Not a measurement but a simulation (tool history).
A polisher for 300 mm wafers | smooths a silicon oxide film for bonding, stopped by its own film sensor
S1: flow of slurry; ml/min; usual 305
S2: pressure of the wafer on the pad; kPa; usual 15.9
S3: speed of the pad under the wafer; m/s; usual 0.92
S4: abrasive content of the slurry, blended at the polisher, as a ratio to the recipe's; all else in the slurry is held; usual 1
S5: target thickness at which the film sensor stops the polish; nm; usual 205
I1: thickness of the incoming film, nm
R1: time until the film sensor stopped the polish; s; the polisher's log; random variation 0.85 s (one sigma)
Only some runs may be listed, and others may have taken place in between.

run	day	S1	S2	S3	S4	S5	I1	R1
1	0	305	15.9	0.92	1	205	253.8	72.8
2	1.379	305	15.9	0.92	1	205	248.1	66.6
3	3.567	305	15.9	0.92	1	205	254.6	75.4
4	5.133	305	15.9	0.92	1	197	252	83.6
# day 5.846: slurry nozzle cleaned
# day 5.888: worn pad replaced by a new one
5	6.929	305	15.9	0.92	1	205	247.1	63.9
6	9.096	305	15.9	0.92	1	205	245.5	61.1
# day 9.346: slurry blender recalibrated
7	11.317	305	15.9	0.92	1	205	248	66.7
8	12.65	305	15.9	0.92	1	205	249.5	68.7
9	13.879	305	15.9	0.92	1	205	249.8	68.6
# day 15.292: worn pad replaced by a new one
10	16.538	305	15.9	0.92	1	205	245.2	62.2
11	17.971	305	15.9	0.92	1	205	249.8	68.9
12	19.812	305	15.9	0.92	1	205	248.3	67.6
13	22.121	305	15.9	0.92	1	205	254.6	75.1
14	23.788	305	15.9	0.92	1.25	205	248.6	61.7
# day 24.383: worn pad replaced by a new one
15	25.721	305	15.9	1.24	1	205	247.8	52.2
16	27.271	305	15.9	0.92	0.7	205	252.3	88.6
17	29.167	235	15.9	0.7	1	221	252.5	62.2
# day 30.212: slurry nozzle cleaned
# day 30.238: head pressure recalibrated
18	31.096	305	15.9	0.92	0.85	205	245.2	68.5
# day 31.754: slurry blender recalibrated
19	32.542	405	17.2	0.92	1	205	247.1	59.7
# day 33.1: worn pad replaced by a new one
20	35.417	205	15.9	0.92	1	205	249.2	71.3
21	38	355	15.9	1.02	1	219	249.9	42.4
22	40.967	255	19.3	0.7	1	205	252.4	78.6
23	42.633	305	11	1.16	1	205	251.8	77.2
# day 42.912: worn pad replaced by a new one
24	44.421	305	15.9	0.92	1	205	251.2	70.4

Hidden state, per run?
removal rate lost through wear of the pad, %: 0 across all the runs
slurry flow missing at the pad, %: 0 across all the runs
deviation of the head's pressure from its setpoint, %: 0 across all the runs
abrasive missing from the slurry, %: 0 across all the runs
